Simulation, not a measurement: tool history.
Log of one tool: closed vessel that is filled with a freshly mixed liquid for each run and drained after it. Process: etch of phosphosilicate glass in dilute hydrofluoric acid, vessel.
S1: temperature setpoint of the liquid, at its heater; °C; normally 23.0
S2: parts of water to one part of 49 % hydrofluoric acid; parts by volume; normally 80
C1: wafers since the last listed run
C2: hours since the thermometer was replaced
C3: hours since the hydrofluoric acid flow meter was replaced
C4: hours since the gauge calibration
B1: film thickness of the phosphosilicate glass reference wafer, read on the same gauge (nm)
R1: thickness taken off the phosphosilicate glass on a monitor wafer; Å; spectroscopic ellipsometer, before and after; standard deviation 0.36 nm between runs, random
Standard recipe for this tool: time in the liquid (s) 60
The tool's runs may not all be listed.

run 1 hour=0.0 | S1=20.5 S2=80 time_in_the_liquid_(s)=50 | C1=0 C2=184.9 C3=1132.1 C4=1164.3 | B1=139.99 | R1=440.9
run 2 hour=55.1 | S1=20.5 S2=80 time_in_the_liquid_(s)=50 | C1=7070 C2=240.0 C3=1187.2 C4=1219.4 | B1=139.98 | R1=446.2
run 3 hour=155.6 | S1=25.0 S2=80 time_in_the_liquid_(s)=60 | C1=12896 C2=340.5 C3=1287.7 C4=1319.9 | B1=140.01 | R1=647.5
run 4 hour=251.1 | S1=23.0 S2=80 time_in_the_liquid_(s)=60 | C1=12254 C2=436.0 C3=1383.2 C4=1415.4 | B1=140.00 | R1=594.5
run 5 hour=322.3 | S1=23.0 S2=80 time_in_the_liquid_(s)=60 | C1=9136 C2=507.2 C3=1454.4 C4=1486.6 | B1=140.00 | R1=594.8
-- hour=408.8 thermometer replaced
run 6 hour=429.5 | S1=23.0 S2=80 time_in_the_liquid_(s)=60 | C1=13627 C2=20.7 C3=1561.6 C4=1593.8 | B1=140.02 | R1=595.9
run 7 hour=474.8 | S1=23.0 S2=80 time_in_the_liquid_(s)=60 | C1=5812 C2=66.0 C3=1606.9 C4=1639.1 | B1=140.00 | R1=593.5
run 8 hour=550.2 | S1=23.0 S2=80 time_in_the_liquid_(s)=60 | C1=9675 C2=141.4 C3=1682.3 C4=1714.5 | B1=140.00 | R1=594.5
-- hour=559.6 gauge calibrated
-- hour=620.6 hydrofluoric acid flow meter replaced
run 9 hour=631.4 | S1=23.0 S2=80 time_in_the_liquid_(s)=60 | C1=10291 C2=222.6 C3=10.8 C4=71.8 | B1=140.00 | R1=591.1
run 10 hour=720.9 | S1=23.0 S2=90 time_in_the_liquid_(s)=60 | C1=11484 C2=312.1 C3=100.3 C4=161.3 | B1=140.01 | R1=525.8
run 11 hour=810.9 | S1=23.0 S2=80 time_in_the_liquid_(s)=60 | C1=11548 C2=402.1 C3=190.3 C4=251.3 | B1=140.01 | R1=595.3
run 12 hour=888.3 | S1=23.0 S2=80 time_in_the_liquid_(s)=60 | C1=9931 C2=479.5 C3=267.7 C4=328.7 | B1=140.01 | R1=591.1
run 13 hour=942.5 | S1=23.0 S2=80 time_in_the_liquid_(s)=60 | C1=6954 C2=533.7 C3=321.9 C4=382.9 | B1=140.02 | R1=594.3
run 14 hour=1042.5 | S1=23.0 S2=80 time_in_the_liquid_(s)=60 | C1=12831 C2=633.7 C3=421.9 C4=482.9 | B1=140.00 | R1=594.2
-- hour=1147.5 thermometer replaced
run 15 hour=1243.8 | S1=20.5 S2=80 time_in_the_liquid_(s)=50 | C1=25702 C2=96.3 C3=623.2 C4=684.2 | B1=139.98 | R1=442.6
run 16 hour=1325.3 | S1=23.0 S2=80 time_in_the_liquid_(s)=60 | C1=10458 C2=177.8 C3=704.7 C4=765.7 | B1=140.00 | R1=592.2
run 17 hour=1394.3 | S1=21.0 S2=115 time_in_the_liquid_(s)=50 | C1=8854 C2=246.8 C3=773.7 C4=834.7 | B1=140.04 | R1=303.5
run 18 hour=1461.2 | S1=23.0 S2=105 time_in_the_liquid_(s)=60 | C1=8584 C2=313.7 C3=840.6 C4=901.6 | B1=140.01 | R1=438.7
run 19 hour=1550.5 | S1=23.0 S2=80 time_in_the_liquid_(s)=60 | C1=11458 C2=403.0 C3=929.9 C4=990.9 | B1=140.00 | R1=593.0
run 20 hour=1606.1 | S1=23.0 S2=80 time_in_the_liquid_(s)=60 | C1=7134 C2=458.6 C3=985.5 C4=1046.5 | B1=139.99 | R1=602.1
run 21 hour=1706.7 | S1=23.0 S2=65 time_in_the_liquid_(s)=35 | C1=12908 C2=559.2 C3=1086.1 C4=1147.1 | B1=140.00 | R1=436.8
run 22 hour=1754.8 | S1=26.5 S2=115 time_in_the_liquid_(s)=45 | C1=6172 C2=607.3 C3=1134.2 C4=1195.2 | B1=139.98 | R1=338.5
run 23 hour=1848.4 | S1=26.0 S2=105 time_in_the_liquid_(s)=50 | C1=12010 C2=700.9 C3=1227.8 C4=1288.8 | B1=140.01 | R1=410.7
-- hour=1899.2 thermometer replaced
run 24 hour=1936.7 | S1=23.0 S2=80 time_in_the_liquid_(s)=60 | C1=11202 C2=37.5 C3=1316.1 C4=1377.1 | B1=140.01 | R1=595.9
run 25 hour=2002.9 | S1=23.0 S2=80 time_in_the_liquid_(s)=60 | C1=8494 C2=103.7 C3=1382.3 C4=1443.3 | B1=140.03 | R1=600.6
run 26 hour=2105.4 | S1=23.0 S2=80 time_in_the_liquid_(s)=40 | C1=13152 C2=206.2 C3=1484.8 C4=1545.8 | B1=140.00 | R1=391.6
run 27 hour=2211.1 | S1=23.0 S2=80 time_in_the_liquid_(s)=60 | C1=13563 C2=311.9 C3=1590.5 C4=1651.5 | B1=140.00 | R1=594.9
run 28 hour=2251.7 | S1=23.0 S2=95 time_in_the_liquid_(s)=60 | C1=5209 C2=352.5 C3=1631.1 C4=1692.1 | B1=140.00 | R1=492.5
-- hour=2263.8 hydrofluoric acid flow meter replaced
run 29 hour=2331.5 | S1=23.0 S2=80 time_in_the_liquid_(s)=50 | C1=10111 C2=432.3 C3=67.7 C4=1771.9 | B1=139.97 | R1=495.2
run 30 hour=2387.7 | S1=20.5 S2=100 time_in_the_liquid_(s)=60 | C1=7211 C2=488.5 C3=123.9 C4=1828.1 | B1=140.03 | R1=421.8
-- hour=2480.6 gauge calibrated
run 31 hour=2482.5 | S1=20.5 S2=60 time_in_the_liquid_(s)=30 | C1=12164 C2=583.3 C3=218.7 C4=1.9 | B1=140.02 | R1=363.6

What differs in the tool's unlogged condition from the final listed run ahead of each entry between runs to the first listed run following it?
In the gap between runs 5 and 6: thermometer replaced (hour 408.8)
  no difference in the tool's unlogged condition between these two runs
In the gap between runs 8 and 9: gauge calibrated (hour 559.6); hydrofluoric acid flow meter replaced (hour 620.6)
  no difference in the tool's unlogged condition between these two runs
In the gap between runs 14 and 15: thermometer replaced (hour 1147.5)
  no difference in the tool's unlogged condition between these two runs
In the gap between runs 23 and 24: thermometer replaced (hour 1899.2)
  no difference in the tool's unlogged condition between these two runs
In the gap between runs 28 and 29: hydrofluoric acid flow meter replaced (hour 2263.8)
  no difference in the tool's unlogged condition between these two runs
In the gap between runs 30 and 31: gauge calibrated (hour 2480.6)
  no difference in the tool's unlogged condition between these two runs
